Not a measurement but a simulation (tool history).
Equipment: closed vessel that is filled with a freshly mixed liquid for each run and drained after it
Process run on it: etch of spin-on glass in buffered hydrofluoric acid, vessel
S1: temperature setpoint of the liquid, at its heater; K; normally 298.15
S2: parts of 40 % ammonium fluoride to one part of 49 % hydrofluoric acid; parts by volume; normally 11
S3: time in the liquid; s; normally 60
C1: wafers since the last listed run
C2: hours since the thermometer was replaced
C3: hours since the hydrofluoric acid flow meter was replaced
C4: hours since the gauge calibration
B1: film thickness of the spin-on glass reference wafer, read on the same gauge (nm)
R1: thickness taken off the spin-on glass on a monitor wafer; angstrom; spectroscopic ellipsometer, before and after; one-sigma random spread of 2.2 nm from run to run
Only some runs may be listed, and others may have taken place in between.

run,hour,S1,S2,S3,C1,C2,C3,C4,B1,R1
1,0,298.15,11,60,0,619.6,24.7,581.4,80,3298.4
2,37.3,298.15,11,60,4356,656.9,62,618.7,80.01,3339.5
3,104.1,294.65,11,60,7801,723.7,128.8,685.5,79.95,2767.4
4,159.4,294.65,11,60,6458,779,184.1,740.8,80.04,2748.4
5,220,294.65,11,60,7077,839.6,244.7,801.4,80,2764.6
6,277.3,298.15,11,60,6691,896.9,302,858.7,79.99,3402.9
7,348.3,298.15,11,60,8291,967.9,373,929.7,80.02,3420.1
8,404.9,298.15,11,60,6610,1024.5,429.6,986.3,79.95,3368.7
9,476.8,295.65,11,60,8396,1096.4,501.5,1058.2,79.99,2991.9
10,502.7,295.65,11,60,3024,1122.3,527.4,1084.1,80,3004.5
11,541.5,295.65,11,60,4531,1161.1,566.2,1122.9,79.97,3015
12,567,298.15,11,60,2978,1186.6,591.7,1148.4,79.97,3436.3
# hour 613.8: thermometer replaced
13,630.6,298.15,11,60,7310,16.8,655.3,1212,80.02,3479.7
14,665.9,298.15,11,60,4122,52.1,690.6,1247.3,80.02,3450.5
15,730.3,298.15,11,60,7520,116.5,755,1311.7,79.98,3455.6
16,758.1,294.15,7.5,90,3246,144.3,782.8,1339.5,80.01,6061.5
17,808.2,298.15,11,60,5850,194.4,832.9,1389.6,80.02,3494
# hour 812.1: hydrofluoric acid flow meter replaced
18,834.5,298.15,11,60,2954,220.7,22.4,1415.9,80,3345.9
# hour 857.4: gauge calibrated
19,891.3,302.15,14,60,6633,277.5,79.2,33.9,79.97,3260
20,941.9,302.65,6.5,70,5909,328.1,129.8,84.5,80.01,8198.9
21,987.2,298.15,7,35,5290,373.4,175.1,129.8,79.99,3002.9
22,1020,299.65,9,95,3830,406.2,207.9,162.6,80.05,6755.2
23,1213.1,302.65,6.5,70,22551,599.3,401,355.7,79.99,8281.8
24,1255.1,296.15,11,90,4904,641.3,443,397.7,79.99,4530.1
25,1298.5,303.15,11,60,5068,684.7,486.4,441.1,79.98,4528.6
26,1332,295.15,14,45,3912,718.2,519.9,474.6,79.99,1728.2
27,1378.7,298.15,11,35,5453,764.9,566.6,521.3,79.98,1995.6
28,1409.6,298.15,7,60,3608,795.8,597.5,552.2,79.99,5301.8
29,1468.1,298.15,15,50,6831,854.3,656,610.7,80.01,2141.2

Measured result minus the same run's result without the hidden state. Both carry the same run-to-run variation, though not necessarily the same gauge scatter:
What the log doesn't record here: liquid colder than its thermometer reads (K); hydrofluoric acid flow above the setpoint (%); gauge reads high (%).
run,R1
1,+16.4
2,+24.2
3,+31.9
4,+41
5,+51.7
6,+75.4
7,+90.6
8,+100.9
9,+102.3
10,+107.4
11,+114.7
12,+135.8
13,+150.5
14,+156.5
15,+169.6
16,+339.7
17,+187
18,+20.2
19,+31.5
20,+92.8
21,+41.7
22,+131.9
23,+216.3
24,+144.6
25,+155.9
26,+63.5
27,+78.3
28,+194.5
29,+95.9

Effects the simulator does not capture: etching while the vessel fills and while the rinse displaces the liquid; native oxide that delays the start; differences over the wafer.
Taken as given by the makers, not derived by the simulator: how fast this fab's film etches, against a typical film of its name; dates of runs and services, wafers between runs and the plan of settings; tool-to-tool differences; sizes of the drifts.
